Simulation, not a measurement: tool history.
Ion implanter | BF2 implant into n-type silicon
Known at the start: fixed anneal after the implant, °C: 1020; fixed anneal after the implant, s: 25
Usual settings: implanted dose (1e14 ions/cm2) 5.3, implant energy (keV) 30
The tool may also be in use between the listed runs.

run   hour  implanted dose (1e14 ions/cm2)  implant energy (keV)  read-back reference wafer on the same gauge, sheet resistance  sheet resistance of the implanted and annealed layer (ohm/square)
  1      0                             5.3                    36                                                         177.79                                                             217.25
  2   37.7                             5.3                    30                                                         178.05                                                             221.57
  3   81.6                             5.3                    30                                                         177.81                                                             221.09
  4  121.6                             5.3                    30                                                         177.99                                                             219.53
  5  171.7                            6.02                    30                                                         178.03                                                             201.13
  6  211.2                            6.02                    30                                                         177.99                                                             198.98
  7  242.5                            6.02                    30                                                         177.85                                                             200.46
  8  313.7                            4.84                    23                                                         178.23                                                             248.33
  9  368.4                            4.84                    23                                                         178.03                                                             246.88
 10  420.6                            4.47                    30                                                         177.83                                                             253.99
 11  456.8                             5.3                    30                                                         178.05                                                             222.94
     506.1  -- Faraday cup replaced and dose calibrated
 12  570.1                             5.3                    30                                                         177.85                                                             217.94
     572.9  -- gauge calibrated
 13  641.8                            6.82                    37                                                         177.95                                                              175.1
 14    705                             5.3                    23                                                         178.28                                                             229.49
 15  736.3                            6.89                  20.5                                                         178.02                                                             193.43
 16  778.1                             4.7                    30                                                         177.89                                                             242.43
       810  -- extraction supply calibrated
 17  837.2                            4.27                  35.5                                                         177.73                                                             260.26
 18  885.8                            6.17                  37.5                                                         178.05                                                              189.7
 19  912.9                            6.48                  24.5                                                         177.78                                                             194.68
 20  984.2                            5.71                    30                                                         177.92                                                             208.84

Forecast run 21:
 21  1042.4                            6.25                  33.5                                                              ?                                                                  ?

read-back reference wafer on the same gauge, sheet resistance: 178.18
sheet resistance of the implanted and annealed layer (ohm/square): 189.87
Without the tool's hidden state the same run would have given sheet resistance of the implanted and annealed layer (ohm/square) 189.87.
